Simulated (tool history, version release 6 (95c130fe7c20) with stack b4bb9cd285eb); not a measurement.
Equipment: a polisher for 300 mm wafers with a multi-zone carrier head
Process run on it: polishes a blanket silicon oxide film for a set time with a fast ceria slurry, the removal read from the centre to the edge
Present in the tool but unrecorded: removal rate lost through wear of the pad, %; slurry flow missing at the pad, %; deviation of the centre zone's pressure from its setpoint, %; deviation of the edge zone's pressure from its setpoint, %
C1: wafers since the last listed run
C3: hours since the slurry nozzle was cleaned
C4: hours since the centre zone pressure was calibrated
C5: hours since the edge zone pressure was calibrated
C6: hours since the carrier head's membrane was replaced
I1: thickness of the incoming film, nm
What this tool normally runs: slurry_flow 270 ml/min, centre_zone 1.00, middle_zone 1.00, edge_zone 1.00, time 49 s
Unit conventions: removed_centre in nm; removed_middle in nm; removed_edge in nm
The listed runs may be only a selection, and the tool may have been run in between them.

Run 1, hour 0.0: usual settings; C1 0; wafers polished on this pad 242; C3 231.4; C4 138.8; C5 561.4; C6 11.1; I1 1762.9. Result: removed_centre 652.3 nm, removed_middle 668.2 nm, removed_edge 677.5 nm.
Run 2, hour 23.0: usual settings but centre_zone 1.08, edge_zone 0.88; C1 207; wafers polished on this pad 449; C3 254.4; C4 161.8; C5 584.4; C6 34.1; I1 1737.2. Result: removed_centre 708.3 nm, removed_middle 655.0 nm, removed_edge 624.9 nm.
Run 3, hour 41.4: usual settings but centre_zone 0.93, edge_zone 0.95, time 33 s; C1 165; wafers polished on this pad 615; C3 272.8; C4 180.2; C5 602.8; C6 52.5; I1 1761.9. Result: removed_centre 409.4 nm, removed_middle 449.0 nm, removed_edge 435.4 nm.
Run 4, hour 71.8: usual settings but middle_zone 0.90; C1 273; wafers polished on this pad 888; C3 303.2; C4 210.6; C5 633.2; C6 82.9; I1 1703.0. Result: removed_centre 644.7 nm, removed_middle 616.0 nm, removed_edge 668.9 nm.
Run 5, hour 91.1: usual settings but middle_zone 0.90; C1 173; wafers polished on this pad 1062; C3 322.5; C4 229.9; C5 652.5; C6 102.2; I1 1745.7. Result: removed_centre 657.9 nm, removed_middle 612.5 nm, removed_edge 659.3 nm.
Run 6, hour 115.9: usual settings but slurry_flow 190 ml/min; C1 223; wafers polished on this pad 1286; C3 347.3; C4 254.7; C5 677.3; C6 127.0; I1 1725.7. Result: removed_centre 609.2 nm, removed_middle 630.9 nm, removed_edge 636.7 nm.
Run 7, hour 148.8: usual settings; C1 296; wafers polished on this pad 1582; C3 380.2; C4 287.6; C5 710.2; C6 159.9; I1 1748.3. Result: removed_centre 651.2 nm, removed_middle 655.0 nm, removed_edge 669.6 nm.
At hour 235.7: worn pad replaced by a new one.
Run 8, hour 249.2: usual settings but edge_zone 0.95; C1 868; wafers polished on this pad 121; C3 480.6; C4 388.0; C5 810.6; C6 260.3; I1 1722.3. Result: removed_centre 655.6 nm, removed_middle 676.9 nm, removed_edge 638.8 nm.
At hour 260.6: edge zone pressure recalibrated.
Run 9, hour 263.4: usual settings but time 44 s; C1 109; wafers polished on this pad 231; C3 494.8; C4 402.2; C5 2.8; C6 274.5; I1 1720.2. Result: removed_centre 586.3 nm, removed_middle 604.5 nm, removed_edge 583.1 nm.
Run 10, hour 293.1: usual settings but slurry_flow 325 ml/min, edge_zone 0.92, time 57 s; C1 267; wafers polished on this pad 499; C3 524.5; C4 431.9; C5 32.5; C6 304.2; I1 1711.9. Result: removed_centre 772.1 nm, removed_middle 791.8 nm, removed_edge 747.9 nm.
Run 11, hour 307.8: usual settings; C1 132; wafers polished on this pad 631; C3 539.2; C4 446.6; C5 47.2; C6 318.9; I1 1721.3. Result: removed_centre 650.6 nm, removed_middle 684.6 nm, removed_edge 686.1 nm.
Run 12, hour 335.5: usual settings but edge_zone 1.05; C1 249; wafers polished on this pad 881; C3 566.9; C4 474.3; C5 74.9; C6 346.6; I1 1757.6. Result: removed_centre 669.4 nm, removed_middle 663.7 nm, removed_edge 676.0 nm.
Run 13, hour 369.2: usual settings but centre_zone 1.04; C1 303; wafers polished on this pad 1184; C3 600.6; C4 508.0; C5 108.6; C6 380.3; I1 1716.6. Result: removed_centre 685.0 nm, removed_middle 665.9 nm, removed_edge 660.4 nm.
Run 14, hour 389.8: usual settings; C1 185; wafers polished on this pad 1370; C3 621.2; C4 528.6; C5 129.2; C6 400.9; I1 1757.7. Result: removed_centre 657.4 nm, removed_middle 665.3 nm, removed_edge 681.9 nm.
Run 15, hour 415.6: usual settings but slurry_flow 325 ml/min, centre_zone 1.11; C1 232; wafers polished on this pad 1602; C3 647.0; C4 554.4; C5 155.0; C6 426.7; I1 1722.0. Result: removed_centre 730.9 nm, removed_middle 690.7 nm, removed_edge 686.9 nm.
Run 16, hour 477.0: usual settings but slurry_flow 180 ml/min, middle_zone 0.96, edge_zone 0.92; C1 553; wafers polished on this pad 2155; C3 708.4; C4 615.8; C5 216.4; C6 488.1; I1 1761.6. Result: removed_centre 610.9 nm, removed_middle 605.2 nm, removed_edge 602.6 nm.
Run 17, hour 489.1: usual settings; C1 108; wafers polished on this pad 2264; C3 720.5; C4 627.9; C5 228.5; C6 500.2; I1 1741.8. Result: removed_centre 652.2 nm, removed_middle 656.9 nm, removed_edge 679.0 nm.
Run 18, hour 515.6: usual settings but middle_zone 1.04; C1 238; wafers polished on this pad 2503; C3 747.0; C4 654.4; C5 255.0; C6 526.7; I1 1764.3. Result: removed_centre 659.7 nm, removed_middle 675.8 nm, removed_edge 659.0 nm.
At hour 522.5: worn pad replaced by a new one.
Run 19, hour 543.2: usual settings but slurry_flow 320 ml/min, middle_zone 0.92, edge_zone 0.94; C1 212; wafers polished on this pad 186; C3 774.6; C4 682.0; C5 282.6; C6 554.3; I1 1757.6. Result: removed_centre 670.5 nm, removed_middle 634.1 nm, removed_edge 669.2 nm.
At hour 550.0: slurry nozzle cleaned.
Run 20, hour 570.4: usual settings but slurry_flow 200 ml/min, middle_zone 1.06, edge_zone 0.90; C1 236; wafers polished on this pad 422; C3 20.4; C4 709.2; C5 309.8; C6 581.5; I1 1775.3. Result: removed_centre 622.2 nm, removed_middle 674.1 nm, removed_edge 617.9 nm.
Run 21, hour 585.0: usual settings; C1 131; wafers polished on this pad 554; C3 35.0; C4 723.8; C5 324.4; C6 596.1; I1 1765.1. Result: removed_centre 653.2 nm, removed_middle 654.8 nm, removed_edge 664.8 nm.
Run 22, hour 619.9: usual settings but slurry_flow 345 ml/min; C1 314; wafers polished on this pad 868; C3 69.9; C4 758.7; C5 359.3; C6 631.0; I1 1711.5. Result: removed_centre 677.8 nm, removed_middle 685.7 nm, removed_edge 702.0 nm.
Run 23, hour 652.5: usual settings but slurry_flow 210 ml/min, centre_zone 1.11, time 60 s; C1 293; wafers polished on this pad 1162; C3 102.5; C4 791.3; C5 391.9; C6 663.6; I1 1722.8. Result: removed_centre 855.9 nm, removed_middle 803.7 nm, removed_edge 792.1 nm.

Run-by-run hidden state of the tool:
removal rate lost through wear of the pad, %: 0, the same for each run
slurry flow missing at the pad, %: 0, the same for each run
deviation of the centre zone's pressure from its setpoint, %: 0, the same for each run
deviation of the edge zone's pressure from its setpoint, %: 0, the same for each run

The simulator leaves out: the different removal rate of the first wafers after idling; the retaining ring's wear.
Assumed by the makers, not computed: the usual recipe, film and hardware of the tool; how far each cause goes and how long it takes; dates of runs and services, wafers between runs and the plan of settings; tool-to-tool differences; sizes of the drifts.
